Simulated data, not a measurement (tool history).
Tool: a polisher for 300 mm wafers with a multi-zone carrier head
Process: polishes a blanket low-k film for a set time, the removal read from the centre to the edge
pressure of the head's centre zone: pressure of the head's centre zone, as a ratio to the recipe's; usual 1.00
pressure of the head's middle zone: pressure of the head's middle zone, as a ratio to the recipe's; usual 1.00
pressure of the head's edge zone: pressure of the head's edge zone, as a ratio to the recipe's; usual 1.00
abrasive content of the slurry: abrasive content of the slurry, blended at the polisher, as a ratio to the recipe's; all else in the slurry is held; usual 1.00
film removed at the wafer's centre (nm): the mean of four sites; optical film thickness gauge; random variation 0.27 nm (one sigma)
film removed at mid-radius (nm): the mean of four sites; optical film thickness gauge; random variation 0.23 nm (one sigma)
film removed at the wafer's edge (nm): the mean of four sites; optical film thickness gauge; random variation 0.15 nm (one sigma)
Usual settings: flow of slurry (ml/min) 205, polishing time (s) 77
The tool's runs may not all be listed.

run   hour  flow of slurry (ml/min)  pressure of the head's centre zone  pressure of the head's middle zone  pressure of the head's edge zone  abrasive content of the slurry  polishing time (s)  incoming thickness of the incoming film, nm  film removed at the wafer's centre (nm)  film removed at mid-radius (nm)  film removed at the wafer's edge (nm)
  1    0.0                      205                                1.00                                1.00                              1.00                            1.00                  77                                        719.7                                     20.1                             20.3                                   20.1
      19.8  -- worn pad replaced by a new one
  2   27.6                      205                                1.00                                1.00                              1.00                            1.00                  77                                        714.4                                     22.7                             23.0                                   22.9
  3   41.8                      260                                1.00                                1.00                              1.00                            1.00                  77                                        725.0                                     23.3                             23.3                                   23.2
  4   68.8                      205                                1.00                                1.00                              1.00                            1.00                  77                                        714.0                                     21.2                             21.5                                   21.8
  5   93.1                      205                                1.00                                1.00                              1.00                            1.00                  77                                        709.4                                     21.1                             20.9                                   21.0
  6  106.0                      205                                1.00                                1.00                              1.00                            1.00                  77                                        715.1                                     20.1                             20.6                                   20.7
     134.3  -- worn pad replaced by a new one
  7  139.2                      205                                1.00                                1.00                              1.00                            1.00                  77                                        728.5                                     22.6                             23.1                                   22.9
  8  158.9                      205                                1.00                                1.00                              1.00                            1.00                  77                                        713.2                                     22.0                             22.5                                   22.6
     183.4  -- carrier head's membrane replaced by a new one
  9  186.5                      205                                1.00                                1.00                              1.00                            1.00                  77                                        720.8                                     21.2                             21.9                                   21.5
     187.8  -- slurry nozzle cleaned
     199.9  -- edge zone pressure recalibrated
     213.0  -- centre zone pressure recalibrated
 10  219.8                      205                                1.00                                1.00                              1.00                            1.00                  59                                        715.4                                     15.8                             16.0                                   15.9
 11  241.9                      270                                1.09                                1.04                              1.00                            1.00                  98                                        726.1                                     29.3                             27.1                                   26.5
     256.0  -- worn pad replaced by a new one
 12  256.5                      205                                0.95                                0.89                              1.00                            1.00                  62                                        722.9                                     17.5                             17.1                                   18.6
 13  288.9                      205                                0.94                                1.00                              1.00                            1.00                  77                                        728.2                                     21.0                             22.0                                   22.5
 14  315.1                      205                                1.00                                1.00                              1.00                            1.00                  77                                        722.3                                     21.9                             21.7                                   21.6
 15  328.3                      205                                1.00                                1.00                              1.09                            0.75                 103                                        729.9                                     24.2                             24.1                                   25.2
 16  360.2                      135                                1.00                                1.00                              0.88                            0.80                  60                                        717.3                                     12.6                             12.8                                   12.5
 17  380.3                      205                                1.00                                1.00                              1.00                            1.00                  77                                        720.6                                     19.9                             19.9                                   19.8
     384.6  -- worn pad replaced by a new one
 18  399.3                      205                                1.00                                1.00                              1.00                            1.00                  77                                        726.4                                     22.8                             22.7                                   22.8
 19  433.8                      160                                1.00                                1.00                              1.00                            1.00                  77                                        722.9                                     20.0                             20.5                                   20.9
 20  453.4                      205                                1.00                                1.03                              1.10                            1.00                 102                                        728.5                                     28.2                             28.6                                   29.2
 21  468.8                      205                                0.88                                0.92                              1.00                            1.00                  77                                        732.0                                     18.1                             19.2                                   20.7

5 ways to go on from here, each from the tool as it stands after run 21. What would each give?
  A  469.2                      205                                1.00                                1.00                              1.00                            1.00                  77                                        716.3                                        ?                                ?                                      ?
  B  469.2                      160                                1.00                                0.96                              0.95                            1.00                  90                                        716.3                                        ?                                ?                                      ?
  C  469.2                      205                                1.00                                1.00                              0.91                            0.75                 100                                        716.3                                        ?                                ?                                      ?
  D  469.2                      205                                1.00                                1.04                              1.00                            1.00                  99                                        716.3                                        ?                                ?                                      ?
  E  469.2                      275                                1.00                                1.00                              1.00                            1.00                  77                                        716.3                                        ?                                ?                                      ?

run  film removed at the wafer's centre (nm)  film removed at mid-radius (nm)  film removed at the wafer's edge (nm)
  A                                     20.4                             20.7                                   20.9
  B                                     22.6                             22.4                                   23.0
  C                                     22.5                             22.9                                   22.0
  D                                     26.2                             27.6                                   26.8
  E                                     21.3                             21.6                                   21.5
Without the tool's hidden state the same runs would have given:
run  film removed at the wafer's centre (nm)  film removed at mid-radius (nm)  film removed at the wafer's edge (nm)
  A                                     22.8                             23.2                                   23.4
  B                                     25.4                             25.1                                   25.8
  C                                     25.2                             25.7                                   24.7
  D                                     29.3                             30.9                                   30.0
  E                                     23.8                             24.2                                   24.1
